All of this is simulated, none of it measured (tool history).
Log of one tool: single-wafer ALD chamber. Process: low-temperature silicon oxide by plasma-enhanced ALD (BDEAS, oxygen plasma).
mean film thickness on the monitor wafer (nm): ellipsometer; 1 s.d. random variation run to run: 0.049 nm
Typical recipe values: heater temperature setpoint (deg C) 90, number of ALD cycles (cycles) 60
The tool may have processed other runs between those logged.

run	hour	heater temperature setpoint (deg C)	number of ALD cycles (cycles)	read-back reference wafer on the same gauge, thickness_nm	mean film thickness on the monitor wafer (nm)
1	0.0	96	60	8.027	8.442
2	84.3	99	60	8.007	8.324
3	145.1	99	60	8.000	8.294
4	208.9	99	60	7.984	8.239
# hour 300.6: thermocouple changed; heater temperature recalibrated
5	301.1	90	65	7.977	9.220
6	382.5	90	65	7.964	9.277
# hour 426.4: gauge calibrated
7	447.9	90	60	8.146	8.755
8	531.7	90	60	8.140	8.734
9	579.6	90	52	8.128	7.589
10	637.8	90	60	8.133	8.773
11	689.9	90	60	8.126	8.771
12	792.3	90	57	8.127	8.281
13	1065.1	90	57	8.121	8.258
14	1139.5	90	64	8.109	9.280
15	1235.0	90	60	8.107	8.668
16	1306.7	90	60	8.087	8.699
# hour 1330.4: thermocouple changed; heater temperature recalibrated
17	1361.2	90	60	8.092	8.678
18	1428.7	90	60	8.097	8.756
19	1528.0	93	60	8.092	8.665
20	1614.9	98	60	8.068	8.449
21	1702.7	98	60	8.057	8.375
22	1778.3	83	56	8.044	8.268
23	1827.9	90	60	8.069	8.627
24	1922.2	102	69	8.057	9.561
25	1985.0	95	60	8.031	8.503
26	2049.6	101	52	8.018	7.157
# hour 2299.9: thermocouple changed; heater temperature recalibrated
27	2372.5	102	69	7.969	9.481
28	2431.0	90	60	7.961	8.617
29	2496.8	100	55	7.932	7.595
30	2593.7	101	60	7.931	8.213
# hour 2615.9: gauge calibrated
31	2699.4	90	60	8.149	8.743
32	2743.5	77	65	8.148	9.804
33	2863.8	90	60	8.141	8.643
34	2926.6	95	60	8.149	8.680
35	2971.1	90	60	8.162	8.730
36	3056.5	90	67	8.142	9.771
# hour 3155.3: thermocouple changed; heater temperature recalibrated
37	3155.8	90	60	8.134	8.765
38	3193.3	79	53	8.134	8.031
39	3281.2	96	70	8.117	10.047
40	3339.7	98	64	8.122	9.042
41	3409.3	104	55	8.115	7.655
42	3457.4	97	48	8.119	6.791
43	3527.5	90	60	8.112	8.797

Below, each run's measurement less what the same run would have read without the hidden state. Both values contain the same run-to-run variation, but the gauge's scatter may not be the same in both:
Unlogged tool condition in this case: wafer temperature above the value expected at the setpoint (K); gauge reads high (%).
run	mean film thickness on the monitor wafer (nm)
1	-0.137
2	-0.147
3	-0.157
4	-0.165
5	-0.203
6	-0.220
7	-0.019
8	-0.019
9	-0.018
10	-0.021
11	-0.023
12	-0.024
13	-0.036
14	-0.044
15	-0.049
16	-0.054
17	-0.059
18	-0.066
19	-0.074
20	-0.081
21	-0.090
22	-0.097
23	-0.108
24	-0.133
25	-0.127
26	-0.114
27	-0.210
28	-0.203
29	-0.189
30	-0.223
31	-0.001
32	-0.001
33	-0.003
34	-0.005
35	-0.005
36	-0.010
37	-0.014
38	-0.014
39	-0.023
40	-0.025
41	-0.025
42	-0.025
43	-0.038
